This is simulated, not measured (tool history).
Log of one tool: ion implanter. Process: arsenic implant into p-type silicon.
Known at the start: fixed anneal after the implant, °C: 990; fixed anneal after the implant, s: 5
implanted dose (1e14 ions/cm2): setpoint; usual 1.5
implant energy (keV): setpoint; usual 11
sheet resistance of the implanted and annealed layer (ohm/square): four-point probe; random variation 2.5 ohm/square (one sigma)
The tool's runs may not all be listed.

| run | hour | implanted dose (1e14 ions/cm2) | implant energy (keV) | read-back reference wafer on the same gauge, sheet resistance | sheet resistance of the implanted and annealed layer (ohm/square) |
|---|---|---|---|---|---|
| 1 | 0 | 1.5 | 11 | 505.65 | 561.68 |
| 2 | 48 | 1.5 | 11 | 505.71 | 561.64 |
| 3 | 89.6 | 1.2 | 11 | 506.63 | 663.18 |
| 4 | 139.3 | 1.2 | 11 | 506.52 | 668.15 |
| 5 | 240.4 | 1.2 | 11 | 506.69 | 662.55 |
| 6 | 315 | 1.5 | 11 | 506.4 | 565.92 |
| 7 | 391.3 | 1.5 | 11 | 506.91 | 563.63 |
| 8 | 499.1 | 1.71 | 11 | 505.69 | 513.38 |
| 9 | 538.4 | 1.85 | 11 | 505.78 | 481.33 |
| 10 | 622.2 | 1.85 | 11 | 505.45 | 487.5 |
| 11 | 833.6 | 1.85 | 11 | 506.2 | 485.61 |
| 12 | 894.8 | 1.69 | 11 | 505.92 | 520.3 |
| 13 | 981.3 | 1.69 | 11 | 506 | 516.96 |
| 14 | 1064.7 | 1.69 | 11 | 506.08 | 518.34 |
| 15 | 1140.1 | 1.5 | 11 | 505.54 | 560.86 |
| 16 | 1185.2 | 1.5 | 11 | 506.43 | 560.89 |
|  | 1215 | extraction supply calibrated |
| 17 | 1234.5 | 1.64 | 11 | 506.19 | 529.98 |
| 18 | 1516.1 | 1.5 | 11 | 505.11 | 565.53 |
|  | 1652.5 | Faraday cup replaced and dose calibrated |
| 19 | 1701.3 | 1.75 | 8 | 505.26 | 525.36 |
| 20 | 1755.3 | 1.28 | 9 | 505.75 | 649.71 |
| 21 | 1804.4 | 1.94 | 9.5 | 506.65 | 471.39 |
| 22 | 1891.7 | 1.15 | 11 | 505.35 | 685.39 |
|  | 1941.5 | gauge calibrated |
| 23 | 1977.5 | 1.5 | 14 | 505.93 | 541.95 |
| 24 | 2226.7 | 1.7 | 12.5 | 507.14 | 506.33 |
| 25 | 2279.9 | 1.09 | 8.5 | 506.38 | 741.84 |
| 26 | 2349 | 1.5 | 11 | 506.16 | 566.77 |
| 27 | 2391.8 | 1.5 | 7.5 | 505.45 | 592.41 |
| 28 | 2488.4 | 1.5 | 7 | 504.5 | 593.46 |
| 29 | 2554 | 1.5 | 11 | 505.83 | 566.12 |
| 30 | 2643.9 | 1.21 | 14.5 | 506.57 | 634.13 |
| 31 | 2738.5 | 1.67 | 14 | 507 | 502.35 |
| 32 | 2807.6 | 1.22 | 14.5 | 506.93 | 636.66 |
| 33 | 2854.7 | 1.5 | 11 | 504.78 | 564.27 |

Forecast each of these 4 alternatives for the next run:
| A | 2855.1 | 1.5 | 11 | ? | ? |
| B | 2855.1 | 1.17 | 9 | ? | ? |
| C | 2855.1 | 1.91 | 10 | ? | ? |
| D | 2855.1 | 1.76 | 8.5 | ? | ? |

| run | read-back reference wafer on the same gauge, sheet resistance | sheet resistance of the implanted and annealed layer (ohm/square) |
|---|---|---|
| A | 506.18 | 561.66 |
| B | 506.18 | 694.29 |
| C | 506.18 | 475.85 |
| D | 506.18 | 516.52 |
Without the tool's hidden state the same runs would have given:
| run | sheet resistance of the implanted and annealed layer (ohm/square) |
|---|---|
| A | 561.66 |
| B | 694.29 |
| C | 475.85 |
| D | 516.52 |

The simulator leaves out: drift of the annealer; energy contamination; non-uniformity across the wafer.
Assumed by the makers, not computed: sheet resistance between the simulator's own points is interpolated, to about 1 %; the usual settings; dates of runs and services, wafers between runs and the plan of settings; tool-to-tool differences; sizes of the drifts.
